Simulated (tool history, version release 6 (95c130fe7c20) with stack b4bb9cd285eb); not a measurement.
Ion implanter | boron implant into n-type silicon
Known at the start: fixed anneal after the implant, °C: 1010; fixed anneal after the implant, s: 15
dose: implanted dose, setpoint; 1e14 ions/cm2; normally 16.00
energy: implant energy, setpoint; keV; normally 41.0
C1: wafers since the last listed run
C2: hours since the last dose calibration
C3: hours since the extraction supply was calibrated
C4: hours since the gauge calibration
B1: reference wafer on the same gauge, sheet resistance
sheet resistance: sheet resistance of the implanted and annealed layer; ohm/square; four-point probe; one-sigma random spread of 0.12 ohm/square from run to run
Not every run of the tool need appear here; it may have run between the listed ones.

{"run": 1, "hour": 0.0, "dose": 16.0, "energy": 41.0, "C1": 0, "C2": 96.4, "C3": 2401.5, "C4": 516.2, "B1": 81.3, "sheet resistance": 78.43}
{"run": 2, "hour": 29.7, "dose": 16.0, "energy": 46.0, "C1": 460, "C2": 126.1, "C3": 2431.2, "C4": 545.9, "B1": 81.29, "sheet resistance": 77.7}
{"run": 3, "hour": 73.0, "dose": 16.0, "energy": 46.0, "C1": 671, "C2": 169.4, "C3": 2474.5, "C4": 589.2, "B1": 81.29, "sheet resistance": 77.78}
{"run": 4, "hour": 131.6, "dose": 16.0, "energy": 46.0, "C1": 908, "C2": 228.0, "C3": 2533.1, "C4": 647.8, "B1": 81.32, "sheet resistance": 77.75}
{"run": 5, "hour": 162.6, "dose": 16.0, "energy": 33.0, "C1": 480, "C2": 259.0, "C3": 2564.1, "C4": 678.8, "B1": 81.31, "sheet resistance": 79.62}
{"run": 6, "hour": 202.2, "dose": 16.0, "energy": 30.0, "C1": 613, "C2": 298.6, "C3": 2603.7, "C4": 718.4, "B1": 81.29, "sheet resistance": 80.34}
{"run": 7, "hour": 260.9, "dose": 16.0, "energy": 30.0, "C1": 910, "C2": 357.3, "C3": 2662.4, "C4": 777.1, "B1": 81.31, "sheet resistance": 80.31}
{"run": 8, "hour": 297.3, "dose": 16.0, "energy": 45.0, "C1": 564, "C2": 393.7, "C3": 2698.8, "C4": 813.5, "B1": 81.33, "sheet resistance": 77.22}
{"run": 9, "hour": 322.5, "dose": 16.0, "energy": 45.0, "C1": 390, "C2": 418.9, "C3": 2724.0, "C4": 838.7, "B1": 81.29, "sheet resistance": 77.3}
{"run": 10, "hour": 381.9, "dose": 16.0, "energy": 41.0, "C1": 920, "C2": 478.3, "C3": 2783.4, "C4": 898.1, "B1": 81.31, "sheet resistance": 77.65}
{"run": 11, "hour": 413.4, "dose": 16.0, "energy": 41.0, "C1": 488, "C2": 509.8, "C3": 2814.9, "C4": 929.6, "B1": 81.29, "sheet resistance": 77.75}
{"run": 12, "hour": 456.4, "dose": 16.0, "energy": 41.0, "C1": 666, "C2": 552.8, "C3": 2857.9, "C4": 972.6, "B1": 81.32, "sheet resistance": 77.84}
{"run": 13, "hour": 504.6, "dose": 16.0, "energy": 35.5, "C1": 747, "C2": 601.0, "C3": 2906.1, "C4": 1020.8, "B1": 81.31, "sheet resistance": 78.68}
{"run": 14, "hour": 532.9, "dose": 16.0, "energy": 35.5, "C1": 438, "C2": 629.3, "C3": 2934.4, "C4": 1049.1, "B1": 81.31, "sheet resistance": 78.7}
{"run": 15, "hour": 558.2, "dose": 17.62, "energy": 41.0, "C1": 392, "C2": 654.6, "C3": 2959.7, "C4": 1074.4, "B1": 81.3, "sheet resistance": 72.01}
{"run": 16, "hour": 589.2, "dose": 16.0, "energy": 41.0, "C1": 480, "C2": 685.6, "C3": 2990.7, "C4": 1105.4, "B1": 81.31, "sheet resistance": 77.41}
{"run": 17, "hour": 638.4, "dose": 16.0, "energy": 41.0, "C1": 762, "C2": 734.8, "C3": 3039.9, "C4": 1154.6, "B1": 81.3, "sheet resistance": 77.47}
{"run": 18, "hour": 706.6, "dose": 14.75, "energy": 45.5, "C1": 1057, "C2": 803.0, "C3": 3108.1, "C4": 1222.8, "B1": 81.32, "sheet resistance": 82.46}
{"run": 19, "hour": 773.9, "dose": 16.0, "energy": 31.5, "C1": 1043, "C2": 870.3, "C3": 3175.4, "C4": 1290.1, "B1": 81.3, "sheet resistance": 79.23}
{"run": 20, "hour": 801.2, "dose": 16.0, "energy": 41.0, "C1": 423, "C2": 897.6, "C3": 3202.7, "C4": 1317.4, "B1": 81.29, "sheet resistance": 77.66}
{"run": 21, "hour": 847.7, "dose": 18.85, "energy": 52.5, "C1": 720, "C2": 944.1, "C3": 3249.2, "C4": 1363.9, "B1": 81.31, "sheet resistance": 66.54}
{"run": 22, "hour": 892.6, "dose": 17.53, "energy": 34.5, "C1": 696, "C2": 989.0, "C3": 3294.1, "C4": 1408.8, "B1": 81.29, "sheet resistance": 73.29}
{"run": 23, "hour": 964.2, "dose": 17.54, "energy": 41.0, "C1": 1110, "C2": 1060.6, "C3": 3365.7, "C4": 1480.4, "B1": 81.3, "sheet resistance": 72.04}
{"hour": 1107.5, "done": "extraction supply calibrated"}
{"run": 24, "hour": 1119.3, "dose": 12.76, "energy": 41.0, "C1": 2280, "C2": 1215.7, "C3": 11.8, "C4": 1635.5, "B1": 81.34, "sheet resistance": 93.0}
{"run": 25, "hour": 1155.3, "dose": 16.0, "energy": 54.0, "C1": 558, "C2": 1251.7, "C3": 47.8, "C4": 1671.5, "B1": 81.28, "sheet resistance": 75.98}
{"hour": 1182.1, "done": "gauge calibrated"}
{"run": 26, "hour": 1185.6, "dose": 16.0, "energy": 41.0, "C1": 469, "C2": 1282.0, "C3": 78.1, "C4": 3.5, "B1": 81.29, "sheet resistance": 77.11}
{"run": 27, "hour": 1228.2, "dose": 16.0, "energy": 41.0, "C1": 660, "C2": 1324.6, "C3": 120.7, "C4": 46.1, "B1": 81.3, "sheet resistance": 77.22}
{"run": 28, "hour": 1272.5, "dose": 12.35, "energy": 48.0, "C1": 686, "C2": 1368.9, "C3": 165.0, "C4": 90.4, "B1": 81.28, "sheet resistance": 94.56}
{"hour": 1307.0, "done": "Faraday cup replaced and dose calibrated"}
{"run": 29, "hour": 1308.3, "dose": 14.75, "energy": 49.5, "C1": 430, "C2": 1.3, "C3": 200.8, "C4": 126.2, "B1": 81.32, "sheet resistance": 83.08}
{"run": 30, "hour": 1428.0, "dose": 11.68, "energy": 31.5, "C1": 1855, "C2": 121.0, "C3": 320.5, "C4": 245.9, "B1": 81.3, "sheet resistance": 102.3}
{"run": 31, "hour": 1485.4, "dose": 11.37, "energy": 35.5, "C1": 889, "C2": 178.4, "C3": 377.9, "C4": 303.3, "B1": 81.3, "sheet resistance": 103.6}
{"run": 32, "hour": 1516.2, "dose": 17.38, "energy": 52.0, "C1": 477, "C2": 209.2, "C3": 408.7, "C4": 334.1, "B1": 81.31, "sheet resistance": 71.65}
{"run": 33, "hour": 1578.0, "dose": 12.94, "energy": 54.5, "C1": 958, "C2": 271.0, "C3": 470.5, "C4": 395.9, "B1": 81.31, "sheet resistance": 91.12}
{"run": 34, "hour": 1633.0, "dose": 16.0, "energy": 45.0, "C1": 852, "C2": 326.0, "C3": 525.5, "C4": 450.9, "B1": 81.28, "sheet resistance": 77.41}
{"run": 35, "hour": 1671.8, "dose": 16.0, "energy": 41.0, "C1": 601, "C2": 364.8, "C3": 564.3, "C4": 489.7, "B1": 81.32, "sheet resistance": 77.74}
{"run": 36, "hour": 1704.0, "dose": 11.76, "energy": 41.0, "C1": 499, "C2": 397.0, "C3": 596.5, "C4": 521.9, "B1": 81.31, "sheet resistance": 99.61}
{"run": 37, "hour": 1749.0, "dose": 18.84, "energy": 49.5, "C1": 697, "C2": 442.0, "C3": 641.5, "C4": 566.9, "B1": 81.31, "sheet resistance": 67.46}
{"run": 38, "hour": 1811.7, "dose": 16.0, "energy": 41.0, "C1": 972, "C2": 504.7, "C3": 704.2, "C4": 629.6, "B1": 81.28, "sheet resistance": 77.52}

Run-by-run hidden state of the tool:
deviation of the true energy from its setpoint, %: 0, the same for each run
gauge reads high (%): 0, the same for each run
H1: deviation of the true dose from the Faraday cup's reading, %
run=1 H1=0.355
run=2 H1=0.492
run=3 H1=0.674
run=4 H1=0.893
run=5 H1=0.997
run=6 H1=1.12
run=7 H1=1.28
run=8 H1=1.37
run=9 H1=1.43
run=10 H1=1.55
run=11 H1=1.61
run=12 H1=1.68
run=13 H1=1.75
run=14 H1=1.79
run=15 H1=1.82
run=16 H1=1.86
run=17 H1=1.91
run=18 H1=1.98
run=19 H1=2.03
run=20 H1=2.05
run=21 H1=2.08
run=22 H1=2.11
run=23 H1=2.15
run=24 H1=2.21
run=25 H1=2.22
run=26 H1=2.23
run=27 H1=2.24
run=28 H1=2.25
run=29 H1=0.194
run=30 H1=0.818
run=31 H1=1.06
run=32 H1=1.18
run=33 H1=1.38
run=34 H1=1.55
run=35 H1=1.65
run=36 H1=1.73
run=37 H1=1.82
run=38 H1=1.95

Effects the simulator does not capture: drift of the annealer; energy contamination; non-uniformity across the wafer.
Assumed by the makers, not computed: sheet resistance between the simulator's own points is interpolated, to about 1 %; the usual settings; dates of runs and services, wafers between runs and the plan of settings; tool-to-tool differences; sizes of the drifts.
